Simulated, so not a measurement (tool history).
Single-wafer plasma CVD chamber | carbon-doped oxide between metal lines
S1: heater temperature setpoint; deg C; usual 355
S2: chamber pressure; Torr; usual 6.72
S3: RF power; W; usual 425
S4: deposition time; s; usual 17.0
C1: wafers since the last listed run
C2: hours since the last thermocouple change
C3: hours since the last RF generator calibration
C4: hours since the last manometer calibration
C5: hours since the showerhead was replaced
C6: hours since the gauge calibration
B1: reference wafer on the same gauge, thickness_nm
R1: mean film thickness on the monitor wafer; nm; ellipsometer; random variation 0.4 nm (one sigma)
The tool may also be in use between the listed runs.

run     day   S1    S2   S3    S4    C1      C2      C3      C4      C5      C6       B1       R1
  1   0.000  355  6.72  425  17.0     0  1421.5  2376.3  2017.5  4989.2   711.9  107.429   83.395
  2   1.425  355  6.72  425  17.0   902  1455.7  2410.5  2051.7  5023.4   746.1  107.588   83.211
  3   3.321  355  6.72  425  17.9  1201  1501.2  2456.0  2097.2  5068.9   791.6  107.310   87.367
  4   4.062  362  6.72  425  15.4   469  1519.0  2473.8  2115.0  5086.7   809.4  107.242   74.285
  5   5.012  362  6.72  425  15.4   601  1541.8  2496.6  2137.8  5109.5   832.2  107.345   73.655
  6   9.138  362  6.72  425  15.4  2613  1640.8  2595.6  2236.8  5208.5   931.2  107.294   73.764
  7  10.367  351  6.72  425  17.0   778  1670.3  2625.1  2266.3  5238.0   960.7  107.259   83.632
  8  11.696  355  6.72  425  17.0   842  1702.2  2657.0  2298.2  5269.9   992.6  107.268   82.636
  9  12.700  355  6.72  425  17.0   636  1726.3  2681.1  2322.3  5294.0  1016.7  107.452   82.840
 10  13.604  355  6.72  425  17.0   572  1748.0  2702.8  2344.0  5315.7  1038.4  107.335   82.315
     13.988  -- thermocouple changed; heater temperature recalibrated
 11  14.242  349  6.72  425  17.0   192     6.1  2718.1  2359.3  5331.0  1053.7  107.214   84.151
 12  15.183  365  7.15  455  14.1   596    28.7  2740.7  2381.9  5353.6  1076.3  107.396   72.080
     15.442  -- gauge calibrated
     17.767  -- capacitance manometer re-zeroed and calibrated
 13  17.788  355  6.72  400  17.0  1438    91.2  2803.2     0.5  5416.1    56.3  107.399   77.077
     18.738  -- showerhead replaced
     21.133  -- RF generator calibrated
 14  21.262  355  6.72  380  20.2  1779   174.6     3.1    83.9    60.6   139.7  107.482   95.604
 15  22.338  355  6.72  425  15.9   681   200.4    28.9   109.7    86.4   165.5  107.503   84.139
 16  23.729  365  6.72  355  15.9   881   233.8    62.3   143.1   119.8   198.9  107.427   68.150
 17  24.617  355  6.72  485  18.9   562   255.1    83.6   164.4   141.1   220.2  107.462  112.346
 18  25.362  363  5.78  500  18.1   472   273.0   101.5   182.3   159.0   238.1  107.620  105.393
 19  28.892  355  7.64  425  17.0  2235   357.7   186.2   267.0   243.7   322.8  107.522   90.480
 20  29.804  355  6.72  480  20.3   578   379.6   208.1   288.9   265.6   344.7  107.498  118.618
 21  30.712  355  6.72  425  17.0   575   401.4   229.9   310.7   287.4   366.5  107.556   89.763
 22  31.475  344  7.62  480  17.0   483   419.7   248.2   329.0   305.7   384.8  107.429  103.354
 23  32.238  355  6.72  425  17.0   483   438.0   266.5   347.3   324.0   403.1  107.379   88.951
 24  33.642  355  5.30  495  16.1   889   471.7   300.2   381.0   357.7   436.8  107.347   95.346
 25  34.762  355  6.72  425  17.0   710   498.6   327.1   407.9   384.6   463.7  107.718   88.276
 26  35.775  355  6.72  500  16.0   641   522.9   351.4   432.2   408.9   488.0  107.519   95.990
 27  36.875  355  6.72  425  17.0   696   549.3   377.8   458.6   435.3   514.4  107.626   89.523
 28  37.892  343  6.72  475  17.0   644   573.7   402.2   483.0   459.7   538.8  107.589  101.898

4 ways to go on from here, each from the tool as it stands after run 28. What would each give?
  A  37.908  355  6.72  500  17.0  10  574.1  402.6  483.4  460.1  539.2   ?   ?
  B  37.908  355  5.19  470  17.0  10  574.1  402.6  483.4  460.1  539.2   ?   ?
  C  37.908  355  6.72  425  15.2  10  574.1  402.6  483.4  460.1  539.2   ?   ?
  D  37.908  355  6.72  350  20.0  10  574.1  402.6  483.4  460.1  539.2   ?   ?

run       B1       R1
  A  107.743  102.354
  B  107.743   95.261
  C  107.743   79.579
  D  107.743   85.332
Without the tool's hidden state the same runs would have given:
run       R1
  A  103.693
  B   96.531
  C   80.808
  D   86.702

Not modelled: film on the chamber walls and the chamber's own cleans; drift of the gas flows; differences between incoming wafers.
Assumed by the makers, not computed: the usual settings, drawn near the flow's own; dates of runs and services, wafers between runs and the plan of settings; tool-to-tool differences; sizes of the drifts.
